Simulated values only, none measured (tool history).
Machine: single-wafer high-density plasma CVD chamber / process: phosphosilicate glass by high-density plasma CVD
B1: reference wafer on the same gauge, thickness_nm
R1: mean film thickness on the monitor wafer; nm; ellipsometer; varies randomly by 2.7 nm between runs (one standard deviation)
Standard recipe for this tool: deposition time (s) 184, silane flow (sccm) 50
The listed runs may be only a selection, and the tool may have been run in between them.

run 1 hour=0.0 | deposition_time_(s)=208 silane_flow_(sccm)=50 | B1=1182.348 | R1=1128.812
run 2 hour=61.0 | deposition_time_(s)=208 silane_flow_(sccm)=50 | B1=1183.819 | R1=1123.712
run 3 hour=121.2 | deposition_time_(s)=208 silane_flow_(sccm)=50 | B1=1183.682 | R1=1128.568
run 4 hour=179.5 | deposition_time_(s)=184 silane_flow_(sccm)=52 | B1=1183.925 | R1=1027.719
run 5 hour=223.8 | deposition_time_(s)=166 silane_flow_(sccm)=50 | B1=1184.310 | R1=902.910
run 6 hour=262.5 | deposition_time_(s)=166 silane_flow_(sccm)=50 | B1=1183.688 | R1=900.178
run 7 hour=305.1 | deposition_time_(s)=166 silane_flow_(sccm)=50 | B1=1182.815 | R1=900.335
run 8 hour=375.7 | deposition_time_(s)=184 silane_flow_(sccm)=50 | B1=1182.433 | R1=996.829
run 9 hour=401.7 | deposition_time_(s)=184 silane_flow_(sccm)=50 | B1=1182.665 | R1=999.616
run 10 hour=441.9 | deposition_time_(s)=184 silane_flow_(sccm)=50 | B1=1185.069 | R1=994.493
run 11 hour=495.5 | deposition_time_(s)=184 silane_flow_(sccm)=50 | B1=1182.751 | R1=998.924
-- hour=618.2 gauge calibrated
run 12 hour=634.6 | deposition_time_(s)=184 silane_flow_(sccm)=50 | B1=1182.326 | R1=989.858
run 13 hour=670.7 | deposition_time_(s)=163 silane_flow_(sccm)=50 | B1=1184.936 | R1=884.563
-- hour=692.0 silane flow controller replaced
run 14 hour=735.4 | deposition_time_(s)=184 silane_flow_(sccm)=50 | B1=1182.552 | R1=997.107
run 15 hour=806.5 | deposition_time_(s)=184 silane_flow_(sccm)=50 | B1=1182.635 | R1=995.891
run 16 hour=838.2 | deposition_time_(s)=184 silane_flow_(sccm)=50 | B1=1183.792 | R1=997.702
run 17 hour=892.7 | deposition_time_(s)=184 silane_flow_(sccm)=50 | B1=1183.867 | R1=997.861
run 18 hour=927.0 | deposition_time_(s)=184 silane_flow_(sccm)=50 | B1=1183.670 | R1=1002.172
run 19 hour=995.5 | deposition_time_(s)=184 silane_flow_(sccm)=50 | B1=1183.195 | R1=1001.237
run 20 hour=1028.4 | deposition_time_(s)=171 silane_flow_(sccm)=53 | B1=1183.689 | R1=974.073
run 21 hour=1089.6 | deposition_time_(s)=158 silane_flow_(sccm)=53 | B1=1182.542 | R1=895.122
run 22 hour=1129.2 | deposition_time_(s)=184 silane_flow_(sccm)=50 | B1=1180.975 | R1=997.306
run 23 hour=1193.8 | deposition_time_(s)=153 silane_flow_(sccm)=50 | B1=1180.920 | R1=823.890
run 24 hour=1235.8 | deposition_time_(s)=158 silane_flow_(sccm)=57 | B1=1184.023 | R1=955.970
run 25 hour=1271.5 | deposition_time_(s)=158 silane_flow_(sccm)=54 | B1=1182.543 | R1=913.428
run 26 hour=1322.7 | deposition_time_(s)=184 silane_flow_(sccm)=50 | B1=1183.176 | R1=993.689
run 27 hour=1367.3 | deposition_time_(s)=150 silane_flow_(sccm)=46 | B1=1183.872 | R1=755.679
run 28 hour=1427.0 | deposition_time_(s)=215 silane_flow_(sccm)=55 | B1=1183.647 | R1=1263.214
run 29 hour=1487.9 | deposition_time_(s)=184 silane_flow_(sccm)=50 | B1=1184.151 | R1=999.949
run 30 hour=1524.1 | deposition_time_(s)=184 silane_flow_(sccm)=50 | B1=1183.690 | R1=997.353
run 31 hour=1564.9 | deposition_time_(s)=184 silane_flow_(sccm)=45 | B1=1184.192 | R1=913.007
run 32 hour=1600.6 | deposition_time_(s)=167 silane_flow_(sccm)=50 | B1=1182.460 | R1=906.288
run 33 hour=1655.1 | deposition_time_(s)=163 silane_flow_(sccm)=59 | B1=1183.257 | R1=1022.257
-- hour=1677.4 gauge calibrated
run 34 hour=1689.1 | deposition_time_(s)=157 silane_flow_(sccm)=54 | B1=1184.013 | R1=908.174

State the hidden condition of the tool at each of the runs:
delivered silane flow above the setpoint (%): 0, the same for each run
gauge reads high (%): 0, the same for each run
